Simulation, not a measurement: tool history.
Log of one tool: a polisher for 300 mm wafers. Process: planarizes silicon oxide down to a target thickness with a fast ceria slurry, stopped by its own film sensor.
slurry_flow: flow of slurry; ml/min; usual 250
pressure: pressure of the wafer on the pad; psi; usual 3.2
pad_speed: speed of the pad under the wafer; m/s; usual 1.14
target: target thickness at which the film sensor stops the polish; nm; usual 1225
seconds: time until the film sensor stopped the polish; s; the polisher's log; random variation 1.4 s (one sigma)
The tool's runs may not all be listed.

| run | hour | slurry_flow | pressure | pad_speed | target | wafers since the last listed run | wafers polished on this pad | hours since the slurry nozzle was cleaned | hours since the head pressure was calibrated | incoming thickness of the incoming film, nm | seconds |
|---|---|---|---|---|---|---|---|---|---|---|---|
| 1 | 0.0 | 250 | 3.2 | 1.14 | 879 | 0 | 1343 | 644.9 | 741.5 | 2804.6 | 125.6 |
| 2 | 9.5 | 250 | 3.2 | 1.14 | 879 | 113 | 1457 | 654.4 | 751.0 | 2785.4 | 126.9 |
| 3 | 16.7 | 250 | 3.2 | 1.14 | 879 | 86 | 1543 | 661.6 | 758.2 | 2727.0 | 119.2 |
|  | 27.5 | worn pad replaced by a new one |
| 4 | 31.6 | 250 | 3.2 | 1.14 | 1107 | 130 | 48 | 676.5 | 773.1 | 2770.0 | 98.9 |
| 5 | 42.4 | 250 | 3.2 | 1.14 | 1225 | 129 | 178 | 687.3 | 783.9 | 2801.0 | 93.5 |
| 6 | 57.1 | 250 | 3.2 | 1.14 | 1225 | 176 | 354 | 702.0 | 798.6 | 2779.6 | 95.9 |
| 7 | 67.3 | 250 | 3.5 | 1.14 | 1225 | 122 | 476 | 712.2 | 808.8 | 2792.0 | 88.4 |
| 8 | 79.8 | 250 | 3.5 | 1.14 | 1225 | 149 | 626 | 724.7 | 821.3 | 2768.8 | 86.0 |
| 9 | 90.5 | 250 | 3.2 | 1.14 | 1225 | 128 | 754 | 735.4 | 832.0 | 2730.5 | 90.5 |
| 10 | 105.4 | 250 | 3.2 | 1.14 | 1225 | 178 | 933 | 750.3 | 846.9 | 2821.7 | 101.6 |
|  | 122.4 | slurry nozzle cleaned |
| 11 | 122.9 | 250 | 3.2 | 1.14 | 1225 | 197 | 1130 | 0.5 | 864.4 | 2828.4 | 103.5 |
|  | 173.0 | worn pad replaced by a new one |
| 12 | 173.5 | 250 | 3.2 | 1.14 | 1225 | 558 | 5 | 51.1 | 915.0 | 2753.5 | 90.9 |
| 13 | 225.6 | 250 | 3.2 | 1.14 | 1225 | 624 | 630 | 103.2 | 967.1 | 2773.1 | 95.1 |
| 14 | 242.2 | 275 | 2.9 | 0.88 | 1018 | 198 | 829 | 119.8 | 983.7 | 2727.2 | 147.1 |
| 15 | 256.8 | 250 | 3.2 | 1.14 | 1225 | 174 | 1004 | 134.4 | 998.3 | 2760.7 | 96.1 |
| 16 | 266.7 | 250 | 3.2 | 1.14 | 1225 | 118 | 1122 | 144.3 | 1008.2 | 2764.2 | 97.9 |
| 17 | 272.8 | 250 | 3.2 | 1.14 | 1225 | 73 | 1195 | 150.4 | 1014.3 | 2732.2 | 96.2 |
| 18 | 288.8 | 290 | 3.7 | 0.96 | 1681 | 191 | 1387 | 166.4 | 1030.3 | 2754.6 | 69.3 |
|  | 300.0 | worn pad replaced by a new one |
| 19 | 305.0 | 300 | 3.2 | 1.14 | 1225 | 146 | 60 | 182.6 | 1046.5 | 2803.6 | 90.4 |
| 20 | 317.0 | 300 | 3.6 | 0.90 | 792 | 143 | 203 | 194.6 | 1058.5 | 2769.7 | 127.9 |
| 21 | 331.7 | 310 | 2.6 | 0.96 | 684 | 176 | 379 | 209.3 | 1073.2 | 2753.1 | 173.7 |
|  | 334.1 | head pressure recalibrated |
| 22 | 338.5 | 250 | 3.2 | 1.14 | 1225 | 57 | 437 | 216.1 | 4.4 | 2776.8 | 90.8 |
| 23 | 350.1 | 250 | 3.2 | 1.46 | 1225 | 139 | 576 | 227.7 | 16.0 | 2776.0 | 72.9 |
| 24 | 357.9 | 250 | 4.1 | 1.50 | 1757 | 93 | 669 | 235.5 | 23.8 | 2763.2 | 36.9 |
| 25 | 374.0 | 250 | 4.0 | 0.82 | 1225 | 192 | 862 | 251.6 | 39.9 | 2771.3 | 106.4 |
| 26 | 391.8 | 250 | 3.2 | 1.14 | 1366 | 213 | 1076 | 269.4 | 57.7 | 2788.9 | 89.9 |
| 27 | 401.5 | 325 | 2.2 | 1.50 | 721 | 116 | 1192 | 279.1 | 67.4 | 2789.4 | 144.3 |
| 28 | 412.2 | 250 | 3.2 | 1.14 | 1225 | 128 | 1320 | 289.8 | 78.1 | 2747.2 | 98.6 |
| 29 | 430.2 | 250 | 3.2 | 1.14 | 1225 | 215 | 1536 | 307.8 | 96.1 | 2794.0 | 104.0 |
| 30 | 444.2 | 280 | 4.0 | 1.32 | 1468 | 167 | 1704 | 321.8 | 110.1 | 2775.0 | 57.6 |
|  | 450.6 | worn pad replaced by a new one |
| 31 | 454.2 | 250 | 2.6 | 1.14 | 1225 | 71 | 43 | 331.8 | 120.1 | 2762.0 | 110.7 |
| 32 | 472.1 | 250 | 3.2 | 1.14 | 1225 | 214 | 257 | 349.7 | 138.0 | 2807.0 | 92.6 |
| 33 | 486.4 | 250 | 2.4 | 1.24 | 1225 | 171 | 429 | 364.0 | 152.3 | 2816.8 | 119.1 |
| 34 | 503.2 | 250 | 3.2 | 1.14 | 1225 | 201 | 630 | 380.8 | 169.1 | 2757.1 | 93.9 |
| 35 | 520.8 | 335 | 2.8 | 1.52 | 1688 | 210 | 841 | 398.4 | 186.7 | 2753.8 | 54.6 |
| 36 | 531.9 | 250 | 2.6 | 1.30 | 1006 | 133 | 974 | 409.5 | 197.8 | 2766.1 | 117.8 |

5 ways to go on from here, each from the tool as it stands after run 36. What would each give?
| A | 532.3 | 250 | 3.2 | 1.14 | 989 | 4 | 979 | 409.9 | 198.2 | 2773.6 | ? |
| B | 532.3 | 295 | 2.1 | 1.48 | 1014 | 4 | 979 | 409.9 | 198.2 | 2773.6 | ? |
| C | 532.3 | 250 | 4.1 | 1.14 | 1225 | 4 | 979 | 409.9 | 198.2 | 2773.6 | ? |
| D | 532.3 | 250 | 2.6 | 1.44 | 1225 | 4 | 979 | 409.9 | 198.2 | 2773.6 | ? |
| E | 532.3 | 250 | 3.8 | 0.98 | 1225 | 4 | 979 | 409.9 | 198.2 | 2773.6 | ? |

| run | seconds |
|---|---|
| A | 109.5 |
| B | 124.5 |
| C | 74.2 |
| D | 92.6 |
| E | 93.1 |
Without the tool's hidden state the same runs would have given:
| run | seconds |
|---|---|
| A | 101.6 |
| B | 115.5 |
| C | 68.8 |
| D | 85.9 |
| E | 86.4 |
